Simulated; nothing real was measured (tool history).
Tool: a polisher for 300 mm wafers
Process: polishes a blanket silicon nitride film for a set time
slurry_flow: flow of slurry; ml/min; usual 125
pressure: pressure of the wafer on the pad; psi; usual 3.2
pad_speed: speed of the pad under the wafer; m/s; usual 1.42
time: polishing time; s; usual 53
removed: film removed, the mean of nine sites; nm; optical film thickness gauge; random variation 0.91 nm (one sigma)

run	day	slurry_flow	pressure	pad_speed	time	wafers since the last listed run	wafers polished on this pad	hours since the slurry nozzle was cleaned	hours since the head pressure was calibrated	incoming thickness of the incoming film, nm	removed
1	0.000	125	3.2	1.42	53	0	816	524.5	350.2	764.4	104.6
2	1.062	125	3.2	1.14	53	377	1194	550.0	375.7	773.3	89.1
3	2.317	125	3.2	1.14	53	445	1640	580.1	405.8	767.9	88.4
4	3.438	125	3.2	1.14	53	398	2038	607.0	432.7	776.4	86.5
5	4.175	125	3.2	1.42	53	262	2300	624.7	450.4	776.0	103.7
6	5.054	125	3.2	1.42	53	312	2613	645.8	471.5	754.9	100.0
7	6.408	125	3.2	1.42	53	481	3094	678.3	504.0	764.5	97.1
# day 6.712: worn pad replaced by a new one
8	7.192	125	3.2	1.42	53	219	170	697.1	522.8	762.0	106.2
9	8.200	125	3.2	1.08	49	358	528	721.3	547.0	764.9	79.4
10	8.808	125	3.2	1.08	49	216	745	735.9	561.6	756.4	79.8
11	9.383	125	3.2	1.42	53	204	949	749.7	575.4	771.1	107.3
12	10.042	125	3.2	1.42	53	234	1183	765.5	591.2	770.2	107.7
13	11.217	125	3.2	1.42	53	417	1601	793.7	619.4	756.4	105.1
14	11.992	125	3.2	1.42	53	275	1876	812.3	638.0	773.1	104.2
# day 12.971: slurry nozzle cleaned
# day 15.125: worn pad replaced by a new one
15	15.962	125	3.2	1.42	53	1337	297	71.8	733.3	765.5	108.2
16	16.617	105	3.2	1.42	53	232	530	87.5	749.0	782.2	104.1
17	18.871	105	3.2	1.42	53	801	1332	141.6	803.1	769.0	101.8
18	19.488	105	3.2	1.42	53	219	1551	156.4	817.9	763.4	101.7
19	20.758	125	3.2	1.42	53	451	2003	186.9	848.4	773.0	105.9
20	21.396	85	2.3	1.42	66	226	2229	202.2	863.7	770.3	84.1
21	22.292	125	3.2	1.42	61	318	2548	223.7	885.2	766.6	116.3
# day 22.646: worn pad replaced by a new one
22	25.212	125	3.2	1.42	53	979	913	293.8	955.3	768.0	107.0
23	26.392	100	3.2	1.86	53	419	1332	322.1	983.6	769.3	127.9
24	27.554	125	3.8	1.42	53	413	1745	350.0	1011.5	763.4	124.4
25	28.421	115	3.2	1.42	53	308	2053	370.8	1032.3	778.0	102.7
26	29.183	125	3.5	1.26	61	271	2325	389.1	1050.6	762.1	117.4
27	30.662	140	3.8	1.56	69	525	2850	424.6	1086.1	775.9	168.4
# day 31.100: worn pad replaced by a new one
28	31.462	125	3.2	1.42	53	225	128	443.8	1105.3	768.7	108.2
# day 31.900: head pressure recalibrated
29	32.362	125	3.2	1.42	53	290	418	465.4	11.1	757.2	107.9
30	33.738	125	3.2	1.42	53	488	907	498.4	44.1	768.6	108.4
31	34.633	125	3.2	1.80	53	318	1226	519.9	65.6	765.7	130.4
32	35.958	125	3.2	1.42	53	471	1697	551.7	97.4	772.7	105.8
33	37.133	125	4.0	1.42	53	417	2115	579.9	125.6	767.6	127.1
34	37.829	145	3.2	1.42	53	247	2362	596.6	142.3	757.9	104.7
35	38.888	90	4.1	1.12	53	376	2738	622.0	167.7	773.8	97.0
# day 39.192: worn pad replaced by a new one
36	39.775	95	2.6	1.66	34	256	206	643.3	189.0	767.5	58.7
37	40.871	150	2.1	1.22	65	389	596	669.6	215.3	761.6	78.6
38	42.038	155	3.2	1.76	53	414	1011	697.6	243.3	768.2	130.4

Measured less the same run without the tool's hidden state. The same run-to-run variation is in both; the gauge's scatter may not be:
The hidden state here: removal rate lost through wear of the pad, %; slurry flow missing at the pad, %; deviation of the head's pressure from its setpoint, %.
run	removed
1	-1.3
2	-1.9
3	-3.0
4	-4.3
5	-6.4
6	-7.9
7	-10.8
8	-0.1
9	-0.3
10	-0.5
11	-1.1
12	-1.6
13	-2.8
14	-3.9
15	-0.2
16	-0.4
17	-1.9
18	-2.6
19	-4.5
20	-4.3
21	-8.1
22	-1.2
23	-2.6
24	-4.2
25	-4.8
26	-6.9
27	-15.1
28	-0.3
29	-0.5
30	-1.3
31	-2.4
32	-3.5
33	-6.4
34	-6.6
35	-8.1
36	-0.7
37	-1.1
38	-2.8
